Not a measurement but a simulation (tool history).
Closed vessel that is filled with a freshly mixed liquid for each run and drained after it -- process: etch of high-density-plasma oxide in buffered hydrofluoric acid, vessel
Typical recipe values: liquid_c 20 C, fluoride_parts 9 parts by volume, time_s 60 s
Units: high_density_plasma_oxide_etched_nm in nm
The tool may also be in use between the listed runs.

run,day,liquid_c,fluoride_parts,time_s,"read-back film thickness of the high-density-plasma oxide reference wafer, read on the same gauge (nm)",high_density_plasma_oxide_etched_nm
1,0,20,9,85,90.02,100.32
2,1.021,20,9,85,89.99,100.17
3,2.396,20,9,85,90.01,101.32
4,3.496,18,9,60,90,63.73
5,4.525,20,9,60,89.99,71.14
6,5.604,17.5,9,60,90.01,61.94
7,6.4,17.5,9,60,90,60.68
# day 7.162: hydrofluoric acid flow meter replaced
8,7.492,20,9,60,90,77.03
9,8.867,20,9,60,89.98,77.22
10,9.771,20,7.5,60,90.01,95.35
# day 10.7: gauge calibrated
11,10.812,20,9,60,90.01,78.42
12,11.867,21.5,9,50,90,70.11
13,13.142,22,12,85,90.01,94.92
14,14.508,20,6,60,90.01,114.21
# day 15.125: thermometer replaced
15,15.442,20,9,60,90.02,77.27
16,16.112,17,11,45,90.02,40.7
17,17.408,17,9,60,90.01,65.05
18,18.583,17,11,45,90.03,41.42
19,19.929,20,9,60,89.99,78.03
20,20.762,23,12,40,90,47.47
21,22.221,17,10,60,90.02,60.71

Branching from run 21: 4 alternative next runs. What would each branch give?
A,22.25,20,9,60,?,?
B,22.25,24,6,50,?,?
C,22.25,18,8,75,?,?
D,22.25,24,12,85,?,?

run,"read-back film thickness of the high-density-plasma oxide reference wafer, read on the same gauge (nm)",high_density_plasma_oxide_etched_nm
A,90.01,76.57
B,90.01,118.47
C,90.01,95.74
D,90.01,104.79
What these runs would have given with no unlogged condition in the tool:
run,high_density_plasma_oxide_etched_nm
A,78.17
B,121.87
C,99.2
D,108.21
